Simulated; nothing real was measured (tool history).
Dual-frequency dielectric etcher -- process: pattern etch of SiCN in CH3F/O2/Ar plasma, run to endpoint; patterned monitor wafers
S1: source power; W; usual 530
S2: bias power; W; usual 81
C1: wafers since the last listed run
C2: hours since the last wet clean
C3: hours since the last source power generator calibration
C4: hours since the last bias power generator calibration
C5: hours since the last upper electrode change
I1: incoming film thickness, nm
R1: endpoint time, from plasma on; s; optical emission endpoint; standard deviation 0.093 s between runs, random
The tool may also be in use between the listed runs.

| run | hour | S1 | S2 | C1 | C2 | C3 | C4 | C5 | I1 | R1 |
|---|---|---|---|---|---|---|---|---|---|---|
| 1 | 0 | 530 | 81 | 0 | 428.1 | 1746.5 | 3971.8 | 5095.7 | 12.95 | 29.6 |
| 2 | 9.7 | 530 | 81 | 161 | 437.8 | 1756.2 | 3981.5 | 5105.4 | 12.88 | 29.5 |
| 3 | 17.8 | 530 | 81 | 135 | 445.9 | 1764.3 | 3989.6 | 5113.5 | 12.82 | 29.3 |
| 4 | 33.5 | 530 | 81 | 261 | 461.6 | 1780 | 4005.3 | 5129.2 | 13.05 | 29.9 |
| 5 | 45.3 | 530 | 81 | 196 | 473.4 | 1791.8 | 4017.1 | 5141 | 13.03 | 29.8 |
| 6 | 71.5 | 450 | 81 | 436 | 499.6 | 1818 | 4043.3 | 5167.2 | 12.87 | 31.5 |
| 7 | 89.4 | 450 | 81 | 298 | 517.5 | 1835.9 | 4061.2 | 5185.1 | 12.9 | 31.4 |
| 8 | 96.3 | 470 | 81 | 115 | 524.4 | 1842.8 | 4068.1 | 5192 | 12.8 | 30.6 |
| 9 | 103.3 | 470 | 81 | 116 | 531.4 | 1849.8 | 4075.1 | 5199 | 12.94 | 30.9 |
| 10 | 113.4 | 470 | 81 | 168 | 541.5 | 1859.9 | 4085.2 | 5209.1 | 12.86 | 31 |
| 11 | 131.4 | 530 | 81 | 300 | 559.5 | 1877.9 | 4103.2 | 5227.1 | 13.01 | 29.8 |
| 12 | 138.5 | 530 | 81 | 118 | 566.6 | 1885 | 4110.3 | 5234.2 | 12.73 | 29.1 |
| 13 | 148.2 | 530 | 81 | 161 | 576.3 | 1894.7 | 4120 | 5243.9 | 12.89 | 29.4 |
| 14 | 160.5 | 530 | 81 | 205 | 588.6 | 1907 | 4132.3 | 5256.2 | 12.91 | 29.5 |
| 15 | 174.5 | 530 | 91 | 233 | 602.6 | 1921 | 4146.3 | 5270.2 | 12.87 | 28.1 |
| 16 | 189.2 | 530 | 91 | 245 | 617.3 | 1935.7 | 4161 | 5284.9 | 12.88 | 28 |
| 17 | 197.3 | 530 | 81 | 135 | 625.4 | 1943.8 | 4169.1 | 5293 | 12.88 | 29.6 |
| 18 | 203.7 | 530 | 81 | 106 | 631.8 | 1950.2 | 4175.5 | 5299.4 | 12.91 | 29.4 |
| 19 | 216.1 | 530 | 81 | 206 | 644.2 | 1962.6 | 4187.9 | 5311.8 | 13.05 | 29.8 |
| 20 | 232.7 | 530 | 65 | 276 | 660.8 | 1979.2 | 4204.5 | 5328.4 | 12.81 | 32.2 |
|  | 266.3 | upper electrode replaced |
| 21 | 266.8 | 530 | 81 | 168 | 694.9 | 2013.3 | 4238.6 | 0.5 | 12.88 | 29.5 |
| 22 | 267.2 | 530 | 81 | 6 | 695.3 | 2013.7 | 4239 | 0.9 | 12.8 | 29.3 |
|  | 284.8 | bias power generator calibrated |
|  | 296.5 | source power generator calibrated |
|  | 303.2 | wet clean of the chamber |
| 23 | 303.7 | 580 | 69 | 363 | 0.5 | 7.2 | 18.9 | 37.4 | 12.89 | 30.3 |
| 24 | 304.1 | 620 | 93 | 6 | 0.9 | 7.6 | 19.3 | 37.8 | 12.91 | 26 |
| 25 | 304.4 | 640 | 87 | 5 | 1.2 | 7.9 | 19.6 | 38.1 | 12.87 | 26.5 |
| 26 | 313.9 | 660 | 95 | 158 | 10.7 | 17.4 | 29.1 | 47.6 | 12.77 | 25 |
| 27 | 330 | 640 | 81 | 268 | 26.8 | 33.5 | 45.2 | 63.7 | 12.98 | 27.6 |
| 28 | 344.9 | 470 | 65 | 248 | 41.7 | 48.4 | 60.1 | 78.6 | 12.86 | 33.9 |
| 29 | 358.3 | 610 | 91 | 223 | 55.1 | 61.8 | 73.5 | 92 | 12.87 | 26.5 |
| 30 | 375.9 | 530 | 81 | 293 | 72.7 | 79.4 | 91.1 | 109.6 | 12.88 | 29.4 |
| 31 | 387.6 | 530 | 81 | 195 | 84.4 | 91.1 | 102.8 | 121.3 | 12.86 | 29.2 |
| 32 | 394.2 | 440 | 98 | 110 | 91 | 97.7 | 109.4 | 127.9 | 12.74 | 28.8 |
| 33 | 403.4 | 440 | 96 | 153 | 100.2 | 106.9 | 118.6 | 137.1 | 12.94 | 29.6 |
| 34 | 410.4 | 530 | 81 | 116 | 107.2 | 113.9 | 125.6 | 144.1 | 12.89 | 29.3 |
| 35 | 462.3 | 600 | 67 | 865 | 159.1 | 165.8 | 177.5 | 196 | 12.84 | 30 |

What differs in the tool's unlogged condition from the final listed run ahead of each entry between runs to the first listed run following it?
In the gap between runs 20 and 21: upper electrode replaced (hour 266.3)
  no difference in the tool's unlogged condition between these two runs
In the gap between runs 22 and 23: bias power generator calibrated (hour 284.8); source power generator calibrated (hour 296.5); wet clean of the chamber (hour 303.2)
  no difference in the tool's unlogged condition between these two runs
